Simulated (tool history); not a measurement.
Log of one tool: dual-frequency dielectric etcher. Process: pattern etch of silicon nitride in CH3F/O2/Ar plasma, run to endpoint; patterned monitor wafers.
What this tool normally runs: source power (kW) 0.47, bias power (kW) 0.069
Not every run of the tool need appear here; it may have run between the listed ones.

run	hour	source power (kW)	bias power (kW)	incoming incoming film thickness, nm	endpoint time (s)
1	0	0.47	0.069	36.39	52.9
2	8.5	0.47	0.069	36	52.2
3	20	0.47	0.069	36.11	52.4
4	36.2	0.47	0.069	36.23	52.4
5	47.3	0.47	0.069	36.23	52.4
6	54	0.47	0.079	36.19	48.9
# hour 91.5: wet clean of the chamber
7	94.2	0.47	0.079	35.94	49.6
8	109	0.47	0.069	35.69	52.6
9	119.3	0.47	0.069	35.88	52.9

For run 10, what comes out?
# hour 150.2: upper electrode replaced
10	150.7	0.42	0.069	36.14	?

Run 10 gave endpoint time (s) 56.2.
On a tool with no hidden condition, and with the same random variation, this run would have come out at endpoint time (s) 56.5.

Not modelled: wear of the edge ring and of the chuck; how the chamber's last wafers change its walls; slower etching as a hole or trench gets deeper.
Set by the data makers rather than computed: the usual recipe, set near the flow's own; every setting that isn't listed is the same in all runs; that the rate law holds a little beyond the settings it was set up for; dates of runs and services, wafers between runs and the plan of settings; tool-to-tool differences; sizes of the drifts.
